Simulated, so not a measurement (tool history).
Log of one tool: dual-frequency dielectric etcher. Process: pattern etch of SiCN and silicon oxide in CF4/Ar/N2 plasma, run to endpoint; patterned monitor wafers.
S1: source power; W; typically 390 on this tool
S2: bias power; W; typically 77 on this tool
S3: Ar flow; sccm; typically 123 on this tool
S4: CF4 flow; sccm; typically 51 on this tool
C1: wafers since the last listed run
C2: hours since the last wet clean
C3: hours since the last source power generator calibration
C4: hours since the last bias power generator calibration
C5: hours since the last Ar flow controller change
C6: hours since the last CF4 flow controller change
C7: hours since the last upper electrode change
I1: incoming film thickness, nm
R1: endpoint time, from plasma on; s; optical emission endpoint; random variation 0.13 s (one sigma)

Run 1, hour 0: usual settings but S1 450 W, S3 108 sccm; C1 0; C2 226; C3 1841.3; C4 4291.5; C5 3893.1; C6 2356; C7 2075.8; I1 12.66. Result: R1 15.3 s.
Run 2, hour 28.6: usual settings but S1 450 W, S3 108 sccm; C1 389; C2 254.6; C3 1869.9; C4 4320.1; C5 3921.7; C6 2384.6; C7 2104.4; I1 12.67. Result: R1 15.2 s.
Run 3, hour 70.1: usual settings; C1 565; C2 296.1; C3 1911.4; C4 4361.6; C5 3963.2; C6 2426.1; C7 2145.9; I1 12.53. Result: R1 17.6 s.
Run 4, hour 138.9: usual settings but S1 430 W; C1 938; C2 364.9; C3 1980.2; C4 4430.4; C5 4032; C6 2494.9; C7 2214.7; I1 12.68. Result: R1 16.1 s.
Run 5, hour 199.5: usual settings; C1 826; C2 425.5; C3 2040.8; C4 4491; C5 4092.6; C6 2555.5; C7 2275.3; I1 12.59. Result: R1 17.5 s.
Run 6, hour 228.1: usual settings; C1 389; C2 454.1; C3 2069.4; C4 4519.6; C5 4121.2; C6 2584.1; C7 2303.9; I1 12.68. Result: R1 17.5 s.
Run 7, hour 269: usual settings; C1 557; C2 495; C3 2110.3; C4 4560.5; C5 4162.1; C6 2625; C7 2344.8; I1 12.6. Result: R1 17.5 s.
Run 8, hour 307.2: usual settings; C1 520; C2 533.2; C3 2148.5; C4 4598.7; C5 4200.3; C6 2663.2; C7 2383; I1 12.6. Result: R1 17.5 s.
At hour 319.4: CF4 flow controller replaced.
At hour 357.7: wet clean of the chamber.
Run 9, hour 358.2: usual settings but S3 101 sccm; C1 286; C2 0.5; C3 2199.5; C4 4649.7; C5 4251.3; C6 38.8; C7 2434; I1 12.48. Result: R1 17.3 s.
Run 10, hour 396.1: usual settings but S3 101 sccm; C1 516; C2 38.4; C3 2237.4; C4 4687.6; C5 4289.2; C6 76.7; C7 2471.9; I1 12.62. Result: R1 17.7 s.
At hour 446.2: source power generator calibrated.
Run 11, hour 446.7: usual settings but S1 360 W, S3 142 sccm, S4 60 sccm; C1 635; C2 89; C3 0.5; C4 4738.2; C5 4339.8; C6 127.3; C7 2522.5; I1 12.46. Result: R1 19.3 s.
Run 12, hour 476: usual settings but S3 136 sccm; C1 399; C2 118.3; C3 29.8; C4 4767.5; C5 4369.1; C6 156.6; C7 2551.8; I1 12.52. Result: R1 18.3 s.
Run 13, hour 521: usual settings but S1 440 W, S2 63 W, S3 139 sccm, S4 58 sccm; C1 613; C2 163.3; C3 74.8; C4 4812.5; C5 4414.1; C6 201.6; C7 2596.8; I1 12.76. Result: R1 17 s.
At hour 551.5: Ar flow controller replaced.
Run 14, hour 576.4: usual settings but S2 67 W; C1 673; C2 218.7; C3 130.2; C4 4867.9; C5 24.9; C6 257; C7 2652.2; I1 12.47. Result: R1 18.1 s.
Run 15, hour 604.2: usual settings but S1 290 W, S2 61 W; C1 379; C2 246.5; C3 158; C4 4895.7; C5 52.7; C6 284.8; C7 2680; I1 12.38. Result: R1 25.3 s.
At hour 679.9: upper electrode replaced.
Run 16, hour 680.4: usual settings but S3 100 sccm; C1 711; C2 322.7; C3 234.2; C4 4971.9; C5 128.9; C6 361; C7 0.5; I1 12.62. Result: R1 17.2 s.
At hour 698.8: bias power generator calibrated.
Run 17, hour 737.1: usual settings; C1 718; C2 379.4; C3 290.9; C4 38.3; C5 185.6; C6 417.7; C7 57.2; I1 12.56. Result: R1 17.3 s.
Run 18, hour 804: usual settings but S1 450 W, S3 108 sccm; C1 912; C2 446.3; C3 357.8; C4 105.2; C5 252.5; C6 484.6; C7 124.1; I1 12.53. Result: R1 14.9 s.
Run 19, hour 862.8: usual settings; C1 801; C2 505.1; C3 416.6; C4 164; C5 311.3; C6 543.4; C7 182.9; I1 12.53. Result: R1 17.2 s.

What does the tool deliver on the next run?
At hour 1040.1: wet clean of the chamber.
Run 20, hour 1040.6: usual settings; C1 2097; C2 0.5; C3 594.4; C4 341.8; C5 489.1; C6 721.2; C7 360.7; I1 12.57. Result: R1 ?.

Run 20 yielded R1 18.5 s.
With no hidden state in the tool, this same run would have given R1 18.5 s.

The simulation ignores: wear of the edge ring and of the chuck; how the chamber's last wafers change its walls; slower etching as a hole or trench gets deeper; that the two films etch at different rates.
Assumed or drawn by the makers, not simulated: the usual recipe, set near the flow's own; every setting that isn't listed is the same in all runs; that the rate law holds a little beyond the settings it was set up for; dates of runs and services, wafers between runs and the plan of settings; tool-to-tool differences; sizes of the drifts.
